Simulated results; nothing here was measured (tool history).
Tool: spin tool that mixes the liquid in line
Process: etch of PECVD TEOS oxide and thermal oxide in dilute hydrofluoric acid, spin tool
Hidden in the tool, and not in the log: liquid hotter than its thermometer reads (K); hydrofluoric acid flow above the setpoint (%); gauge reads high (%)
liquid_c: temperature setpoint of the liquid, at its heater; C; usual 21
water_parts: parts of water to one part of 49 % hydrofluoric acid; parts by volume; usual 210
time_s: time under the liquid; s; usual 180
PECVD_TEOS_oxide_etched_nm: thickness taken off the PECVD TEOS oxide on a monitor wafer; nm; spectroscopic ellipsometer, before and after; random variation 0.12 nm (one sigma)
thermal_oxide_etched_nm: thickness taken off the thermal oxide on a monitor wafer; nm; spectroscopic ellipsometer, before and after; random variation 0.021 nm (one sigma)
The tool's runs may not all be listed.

run	hour	liquid_c	water_parts	time_s	wafers since the last listed run	hours since the thermometer was replaced	hours since the hydrofluoric acid flow meter was replaced	hours since the gauge calibration	read-back film thickness of the PECVD TEOS oxide reference wafer, read on the same gauge (nm)	read-back film thickness of the thermal oxide reference wafer, read on the same gauge (nm)	PECVD_TEOS_oxide_etched_nm	thermal_oxide_etched_nm
1	0	21	210	180	0	1767	1391.1	1672.6	56.34	131.486	14.66	2.805
# hour 22.9: gauge calibrated
2	76.6	21	210	180	502	1843.6	1467.7	53.7	59.19	138.178	15.24	2.979
3	172	21	210	180	625	1939	1563.1	149.1	58.6	136.785	15.13	2.902
4	254.2	21	210	180	539	2021.2	1645.3	231.3	58.18	135.737	14.92	2.904
5	338.8	21	210	180	554	2105.8	1729.9	315.9	57.83	134.918	15.06	2.901
6	411.6	21	210	180	477	2178.6	1802.7	388.7	57.54	134.235	14.91	2.925
7	451.5	21	210	180	261	2218.5	1842.6	428.6	57.42	133.981	14.84	2.891
8	521.4	21	210	95	458	2288.4	1912.5	498.5	57.21	133.462	7.92	1.505
9	610.9	21	210	95	587	2377.9	2002	588	56.94	132.911	7.91	1.507
10	679.9	21	210	95	452	2446.9	2071	657	56.8	132.564	7.65	1.509
# hour 717.8: thermometer replaced
11	735.1	19.5	150	180	355	17.3	2126.2	712.2	56.7	132.341	20.8	3.991
12	1037.2	19.5	150	180	1981	319.4	2428.3	1014.3	56.3	131.366	20.36	4.03
13	1124.8	21	210	180	574	407	2515.9	1101.9	56.23	131.168	14.5	2.809
# hour 1126.8: hydrofluoric acid flow meter replaced
14	1186.5	21	265	105	398	468.7	59.7	1163.6	56.14	131.055	6.43	1.231
15	1250.7	19.5	210	85	421	532.9	123.9	1227.8	56.11	130.954	6.51	1.259
16	1297.5	19	255	285	306	579.7	170.7	1274.6	56.1	130.905	16.73	3.222
# hour 1351.3: gauge calibrated
17	1386.5	21	210	180	583	668.7	259.7	35.2	59.54	138.919	15.36	2.997
18	1422.5	21	265	105	236	704.7	295.7	71.2	59.28	138.346	6.75	1.293
19	1507.4	21	135	180	556	789.6	380.6	156.1	58.78	137.133	25.53	4.955
20	1567	21	210	230	390	849.2	440.2	215.7	58.47	136.41	19.45	3.738
21	1621.4	23.5	240	105	356	903.6	494.6	270.1	58.21	135.808	8.3	1.598
22	1688.2	21	275	180	438	970.4	561.4	336.9	57.94	135.196	10.94	2.12
23	1769.6	23	265	230	533	1051.8	642.8	418.3	57.66	134.51	15.52	2.987
24	1859.3	21	300	180	588	1141.5	732.5	508	57.39	133.861	9.62	1.846

Hidden state at the last listed run before each entry between runs and at the first one after, where it differs:
Between runs 1 and 2: gauge calibrated (hour 22.9)
  gauge reads high (%): -6.1 -> -1.33
  measured less the result without the state, PECVD_TEOS_oxide_etched_nm: -0.95 -> -0.2 nm; thermal_oxide_etched_nm: -0.182 -> -0.04 nm
Between runs 10 and 11: thermometer replaced (hour 717.8)
  gauge reads high (%): -5.3 -> -5.48
  measured less the result without the state, PECVD_TEOS_oxide_etched_nm: -0.43 -> -1.21 nm; thermal_oxide_etched_nm: -0.084 -> -0.232 nm
Between runs 13 and 14: hydrofluoric acid flow meter replaced (hour 1126.8)
  gauge reads high (%): -6.31 -> -6.39
  measured less the result without the state, PECVD_TEOS_oxide_etched_nm: -0.98 -> -0.44 nm; thermal_oxide_etched_nm: -0.189 -> -0.084 nm
Between runs 16 and 17: gauge calibrated (hour 1351.3)
  gauge reads high (%): -6.51 -> -0.779
  measured less the result without the state, PECVD_TEOS_oxide_etched_nm: -1.16 -> -0.12 nm; thermal_oxide_etched_nm: -0.224 -> -0.023 nm

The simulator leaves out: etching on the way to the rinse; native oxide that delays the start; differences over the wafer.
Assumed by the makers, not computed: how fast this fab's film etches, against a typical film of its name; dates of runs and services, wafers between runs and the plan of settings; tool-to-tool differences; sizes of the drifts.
